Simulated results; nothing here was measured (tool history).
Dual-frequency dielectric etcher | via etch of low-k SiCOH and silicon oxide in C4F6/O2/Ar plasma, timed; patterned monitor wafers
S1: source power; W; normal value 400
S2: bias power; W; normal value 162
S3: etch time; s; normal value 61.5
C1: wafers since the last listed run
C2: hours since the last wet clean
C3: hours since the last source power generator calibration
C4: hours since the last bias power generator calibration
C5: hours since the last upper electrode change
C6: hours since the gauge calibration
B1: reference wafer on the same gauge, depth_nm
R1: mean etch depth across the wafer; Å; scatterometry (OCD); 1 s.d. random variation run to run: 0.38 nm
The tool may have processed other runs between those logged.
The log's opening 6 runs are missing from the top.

| run | hour | S1 | S2 | S3 | C1 | C2 | C3 | C4 | C5 | C6 | B1 | R1 |
|---|---|---|---|---|---|---|---|---|---|---|---|---|
| 7 | 154.7 | 400 | 142 | 61.5 | 301 | 96.9 | 2022.9 | 135.8 | 2950.8 | 599.5 | 128.1 | 1307 |
| 8 | 171.9 | 400 | 142 | 61.5 | 152 | 114.1 | 2040.1 | 153 | 2968 | 616.7 | 128.1 | 1310 |
|  | 202.1 | upper electrode replaced |
| 9 | 207.3 | 400 | 162 | 61.5 | 100 | 149.5 | 2075.5 | 188.4 | 5.2 | 652.1 | 127.9 | 1405 |
| 10 | 235.8 | 400 | 162 | 61.5 | 252 | 178 | 2104 | 216.9 | 33.7 | 680.6 | 128 | 1400 |
| 11 | 251.5 | 400 | 162 | 61.5 | 138 | 193.7 | 2119.7 | 232.6 | 49.4 | 696.3 | 128 | 1401 |
| 12 | 278.9 | 300 | 199 | 68 | 242 | 221.1 | 2147.1 | 260 | 76.8 | 723.7 | 128.1 | 1546 |
| 13 | 307.5 | 400 | 162 | 66.5 | 252 | 249.7 | 2175.7 | 288.6 | 105.4 | 752.3 | 128.1 | 1510 |
| 14 | 323.8 | 400 | 162 | 61.5 | 144 | 266 | 2192 | 304.9 | 121.7 | 768.6 | 127.9 | 1404 |
|  | 346.6 | gauge calibrated |
| 15 | 353 | 440 | 196 | 52.5 | 258 | 295.2 | 2221.2 | 334.1 | 150.9 | 6.4 | 128 | 1341 |
| 16 | 387.9 | 470 | 123 | 70 | 308 | 330.1 | 2256.1 | 369 | 185.8 | 41.3 | 128 | 1494 |
| 17 | 402.1 | 400 | 162 | 61.5 | 125 | 344.3 | 2270.3 | 383.2 | 200 | 55.5 | 128.1 | 1409 |
| 18 | 465.4 | 400 | 162 | 61.5 | 559 | 407.6 | 2333.6 | 446.5 | 263.3 | 118.8 | 128 | 1405 |
|  | 471.7 | source power generator calibrated |
| 19 | 486.6 | 450 | 194 | 44.5 | 152 | 428.8 | 14.9 | 467.7 | 284.5 | 140 | 127.9 | 1152 |
| 20 | 501.5 | 430 | 186 | 69 | 131 | 443.7 | 29.8 | 482.6 | 299.4 | 154.9 | 128 | 1731 |
| 21 | 524.8 | 400 | 162 | 61.5 | 206 | 467 | 53.1 | 505.9 | 322.7 | 178.2 | 127.9 | 1422 |
| 22 | 539.9 | 490 | 197 | 67 | 133 | 482.1 | 68.2 | 521 | 337.8 | 193.3 | 127.9 | 1802 |
| 23 | 571.4 | 340 | 195 | 49 | 278 | 513.6 | 99.7 | 552.5 | 369.3 | 224.8 | 128 | 1166 |
| 24 | 584.7 | 340 | 137 | 79.5 | 117 | 526.9 | 113 | 565.8 | 382.6 | 238.1 | 128 | 1608 |
|  | 624.8 | wet clean of the chamber |
| 25 | 625.3 | 400 | 162 | 44.5 | 146 | 0.5 | 153.6 | 606.4 | 423.2 | 278.7 | 127.9 | 997 |
| 26 | 639.6 | 310 | 190 | 61.5 | 126 | 14.8 | 167.9 | 620.7 | 437.5 | 293 | 128 | 1362 |
| 27 | 671.9 | 400 | 162 | 61.5 | 285 | 47.1 | 200.2 | 653 | 469.8 | 325.3 | 127.9 | 1382 |
| 28 | 705.7 | 400 | 162 | 61.5 | 298 | 80.9 | 234 | 686.8 | 503.6 | 359.1 | 128 | 1382 |
| 29 | 732.9 | 370 | 181 | 51 | 240 | 108.1 | 261.2 | 714 | 530.8 | 386.3 | 128 | 1176 |
| 30 | 748.9 | 400 | 162 | 69.5 | 141 | 124.1 | 277.2 | 730 | 546.8 | 402.3 | 128 | 1565 |
| 31 | 762.2 | 440 | 162 | 45 | 117 | 137.4 | 290.5 | 743.3 | 560.1 | 415.6 | 128.1 | 1045 |

Branching from run 31: 3 alternative next runs. What would each branch give?
| A | 762.6 | 400 | 162 | 61.5 | 3 | 137.8 | 290.9 | 743.7 | 560.5 | 416 | ? | ? |
| B | 762.6 | 400 | 198 | 61.5 | 3 | 137.8 | 290.9 | 743.7 | 560.5 | 416 | ? | ? |
| C | 762.6 | 440 | 191 | 61.5 | 3 | 137.8 | 290.9 | 743.7 | 560.5 | 416 | ? | ? |

| run | B1 | R1 |
|---|---|---|
| A | 128 | 1389 |
| B | 128 | 1517 |
| C | 128 | 1542 |
With no hidden state in the tool, these same runs would have given:
| run | R1 |
|---|---|
| A | 1385 |
| B | 1513 |
| C | 1538 |
